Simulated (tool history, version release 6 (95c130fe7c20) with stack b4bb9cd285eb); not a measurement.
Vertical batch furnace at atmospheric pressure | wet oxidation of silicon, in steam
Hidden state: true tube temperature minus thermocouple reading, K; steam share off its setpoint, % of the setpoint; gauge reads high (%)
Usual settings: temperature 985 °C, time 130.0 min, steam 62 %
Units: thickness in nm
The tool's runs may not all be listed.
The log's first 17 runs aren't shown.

run	hour	temperature	time	steam	wafers since the last listed run	hours since the last temperature calibration	hours since the steam generator was serviced	hours since the gauge calibration	read-back reference wafer on the same gauge, thickness	thickness
18	1200.4	985	130.0	62	871	1589.7	937.1	3080.7	519.75	514.04
19	1252.0	1005	194.5	59	599	1641.3	988.7	3132.3	519.21	696.12
20	1356.9	985	130.0	62	1218	1746.2	1093.6	3237.2	519.65	514.09
21	1459.7	965	130.0	62	1194	1849.0	1196.4	3340.0	520.89	451.95
22	1505.1	966	130.0	62	527	1894.4	1241.8	3385.4	519.67	457.11
# hour 1635.0: gauge calibrated
23	1683.6	985	130.0	54	2074	2072.9	1420.3	48.6	520.41	464.14
24	1738.5	1003	130.0	53	637	2127.8	1475.2	103.5	520.34	504.52
# hour 1863.7: thermocouples replaced and temperature profile calibrated
25	1864.2	985	130.0	62	1181	0.5	1600.9	229.2	520.33	503.92
26	1953.6	985	81.0	73	1038	89.9	1690.3	318.6	520.48	415.65
27	2061.3	1005	130.0	57	1251	197.6	1798.0	426.3	519.97	527.79
# hour 2129.9: steam generator serviced
28	2130.4	985	130.0	62	524	266.7	0.5	495.4	519.38	521.46
29	2254.1	985	188.0	67	1437	390.4	124.2	619.1	520.51	681.99
30	2313.3	1007	100.0	65	687	449.6	183.4	678.3	519.59	517.19
31	2394.4	994	67.0	69	942	530.7	264.5	759.4	519.87	391.57
32	2480.9	962	94.5	59	1005	617.2	351.0	845.9	519.38	356.89
33	2582.1	961	185.0	62	1175	718.4	452.2	947.1	519.99	558.66
34	2677.0	961	130.0	58	1102	813.3	547.1	1042.0	520.04	426.90
35	2752.2	970	130.0	62	873	888.5	622.3	1117.2	519.70	472.54
36	2859.7	985	188.0	67	1249	996.0	729.8	1224.7	519.23	665.46
37	2907.6	985	179.5	56	556	1043.9	777.7	1272.6	520.43	586.57
38	2970.4	1003	130.0	68	729	1106.7	840.5	1335.4	520.15	601.06

Forecast each of these 4 alternatives for the next run:
A	2977.1	985	102.0	62	77	1113.4	847.2	1342.1	?	?
B	2977.1	976	75.5	70	77	1113.4	847.2	1342.1	?	?
C	2977.1	985	130.0	57	77	1113.4	847.2	1342.1	?	?
D	2977.1	975	130.0	65	77	1113.4	847.2	1342.1	?	?

run	read-back reference wafer on the same gauge, thickness	thickness
A	520.07	439.59
B	520.07	371.67
C	520.07	484.59
D	520.07	496.09
Without the tool's hidden state the same runs would have given:
run	thickness
A	449.86
B	380.65
C	495.79
D	507.67
